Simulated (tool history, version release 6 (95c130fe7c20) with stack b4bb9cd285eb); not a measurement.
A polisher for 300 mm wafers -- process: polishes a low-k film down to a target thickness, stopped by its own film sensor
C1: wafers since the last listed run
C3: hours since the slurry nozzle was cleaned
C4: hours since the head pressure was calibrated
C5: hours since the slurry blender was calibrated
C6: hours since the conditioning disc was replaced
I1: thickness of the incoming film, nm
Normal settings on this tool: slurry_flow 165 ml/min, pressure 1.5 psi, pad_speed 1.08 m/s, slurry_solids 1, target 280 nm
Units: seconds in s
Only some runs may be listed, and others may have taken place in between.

Run 1, hour 0: usual settings but pressure 1.3 psi, pad_speed 0.9 m/s, target 287 nm; C1 0; wafers polished on this pad 1174; C3 380.9; C4 99.6; C5 270.8; C6 364.4; I1 319.5. Result: seconds 115.1 s.
At hour 3.4: slurry nozzle cleaned.
At hour 22.9: slurry blender recalibrated.
Run 2, hour 87.2: usual settings but pad_speed 0.82 m/s; C1 577; wafers polished on this pad 1752; C3 83.8; C4 186.8; C5 64.3; C6 451.6; I1 319. Result: seconds 131.3 s.
At hour 100.3: worn pad replaced by a new one.
At hour 100.7: conditioning disc replaced and pad reconditioned.
Run 3, hour 185.7: usual settings but slurry_flow 225 ml/min, pressure 1.1 psi, pad_speed 1.3 m/s, slurry_solids 0.8; C1 646; wafers polished on this pad 583; C3 182.3; C4 285.3; C5 162.8; C6 85; I1 323.4. Result: seconds 140.2 s.
Run 4, hour 203.3: usual settings but pad_speed 1.22 m/s, slurry_solids 0.85; C1 120; wafers polished on this pad 704; C3 199.9; C4 302.9; C5 180.4; C6 102.6; I1 321.9. Result: seconds 106.7 s.
At hour 217.1: head pressure recalibrated.
Run 5, hour 230.2: usual settings but pressure 1.9 psi; C1 170; wafers polished on this pad 875; C3 226.8; C4 13.1; C5 207.3; C6 129.5; I1 320.7. Result: seconds 86.3 s.
Run 6, hour 256.9: usual settings but slurry_solids 1.1; C1 183; wafers polished on this pad 1058; C3 253.5; C4 39.8; C5 234; C6 156.2; I1 319.9. Result: seconds 105.5 s.
Run 7, hour 292.5: usual settings; C1 244; wafers polished on this pad 1302; C3 289.1; C4 75.4; C5 269.6; C6 191.8; I1 313.4. Result: seconds 92.2 s.
Run 8, hour 315.1: usual settings but pressure 1.2 psi, pad_speed 0.8 m/s, slurry_solids 0.9; C1 155; wafers polished on this pad 1457; C3 311.7; C4 98; C5 292.2; C6 214.4; I1 316.8. Result: seconds 160.7 s.
Run 9, hour 345.2: usual settings but pressure 1.4 psi; C1 206; wafers polished on this pad 1664; C3 341.8; C4 128.1; C5 322.3; C6 244.5; I1 322.2. Result: seconds 123.4 s.
At hour 356.5: worn pad replaced by a new one.
Run 10, hour 375.8: usual settings but pressure 1.2 psi, slurry_solids 0.9; C1 182; wafers polished on this pad 132; C3 372.4; C4 158.7; C5 352.9; C6 275.1; I1 318. Result: seconds 129.1 s.
At hour 398.7: slurry nozzle cleaned.
At hour 408: slurry blender recalibrated.
Run 11, hour 408.5: usual settings; C1 203; wafers polished on this pad 336; C3 9.8; C4 191.4; C5 0.5; C6 307.8; I1 322.7. Result: seconds 113.1 s.
Run 12, hour 435.4: usual settings; C1 184; wafers polished on this pad 521; C3 36.7; C4 218.3; C5 27.4; C6 334.7; I1 320.2. Result: seconds 104 s.
Run 13, hour 466: usual settings; C1 209; wafers polished on this pad 731; C3 67.3; C4 248.9; C5 58; C6 365.3; I1 323.5. Result: seconds 114 s.
Run 14, hour 491.7: usual settings but slurry_flow 110 ml/min, pressure 1.8 psi, slurry_solids 1.15, target 273 nm; C1 176; wafers polished on this pad 907; C3 93; C4 274.6; C5 83.7; C6 391; I1 315. Result: seconds 94.5 s.
At hour 506.3: conditioning disc replaced and pad reconditioned.
Run 15, hour 524.6: usual settings but slurry_flow 145 ml/min, pressure 1.1 psi, pad_speed 1.32 m/s, slurry_solids 0.75; C1 212; wafers polished on this pad 1119; C3 125.9; C4 307.5; C5 116.6; C6 18.3; I1 320.5. Result: seconds 143.4 s.
At hour 550.3: head pressure recalibrated.
Run 16, hour 555.4: usual settings but pad_speed 0.94 m/s, slurry_solids 1.25, target 286 nm; C1 197; wafers polished on this pad 1317; C3 156.7; C4 5.1; C5 147.4; C6 49.1; I1 321.4. Result: seconds 99.5 s.
Run 17, hour 578.4: usual settings but slurry_flow 195 ml/min; C1 157; wafers polished on this pad 1474; C3 179.7; C4 28.1; C5 170.4; C6 72.1; I1 318.4. Result: seconds 102.7 s.
Run 18, hour 612.7: usual settings but pressure 1 psi, target 286 nm; C1 235; wafers polished on this pad 1710; C3 214; C4 62.4; C5 204.7; C6 106.4; I1 322.1. Result: seconds 150.5 s.
At hour 656.9: worn pad replaced by a new one.
Run 19, hour 693.3: usual settings but pad_speed 0.76 m/s, target 271 nm; C1 525; wafers polished on this pad 249; C3 294.6; C4 143; C5 285.3; C6 187; I1 319.8. Result: seconds 164.1 s.
Run 20, hour 720: usual settings but slurry_flow 120 ml/min, pad_speed 0.8 m/s, target 275 nm; C1 183; wafers polished on this pad 432; C3 321.3; C4 169.7; C5 312; C6 213.7; I1 317.1. Result: seconds 143.2 s.
At hour 729.2: slurry nozzle cleaned.
Run 21, hour 741.5: usual settings but slurry_flow 115 ml/min, target 273 nm; C1 140; wafers polished on this pad 573; C3 12.3; C4 191.2; C5 333.5; C6 235.2; I1 320.3. Result: seconds 133.4 s.
Run 22, hour 754.3: usual settings but pressure 1 psi, target 293 nm; C1 87; wafers polished on this pad 661; C3 25.1; C4 204; C5 346.3; C6 248; I1 320.3. Result: seconds 107.8 s.
Run 23, hour 772.5: usual settings but slurry_flow 110 ml/min, slurry_solids 1.25; C1 124; wafers polished on this pad 786; C3 43.3; C4 222.2; C5 364.5; C6 266.2; I1 318.7. Result: seconds 103.5 s.
At hour 775.8: slurry blender recalibrated.
Run 24, hour 808: usual settings; C1 229; wafers polished on this pad 1016; C3 78.8; C4 257.7; C5 32.2; C6 301.7; I1 314.3. Result: seconds 93.5 s.

Consider 5 possible next runs. They are alternatives, not a sequence: every one starts from the tool as it was left by run 24. What does each give?
Run A, hour 808.5: usual settings; C1 3; wafers polished on this pad 1019; C3 79.3; C4 258.2; C5 32.7; C6 302.2; I1 318.7. Result: seconds ?.
Run B, hour 808.5: usual settings but target 272 nm; C1 3; wafers polished on this pad 1019; C3 79.3; C4 258.2; C5 32.7; C6 302.2; I1 318.7. Result: seconds ?.
Run C, hour 808.5: usual settings but slurry_flow 195 ml/min, pressure 1.3 psi; C1 3; wafers polished on this pad 1019; C3 79.3; C4 258.2; C5 32.7; C6 302.2; I1 318.7. Result: seconds ?.
Run D, hour 808.5: usual settings but pressure 1.7 psi, slurry_solids 1.2; C1 3; wafers polished on this pad 1019; C3 79.3; C4 258.2; C5 32.7; C6 302.2; I1 318.7. Result: seconds ?.
Run E, hour 808.5: usual settings but pressure 1.3 psi, target 274 nm; C1 3; wafers polished on this pad 1019; C3 79.3; C4 258.2; C5 32.7; C6 302.2; I1 318.7. Result: seconds ?.

run  seconds
  A    105.3
  B    127.1
  C    118.8
  D     87.9
  E    140.3
Take away the tool's hidden state, keep each run's random variation, and the runs would have read:
run  seconds
  A    101.7
  B    122.8
  C    114.8
  D     84.9
  E    135.6
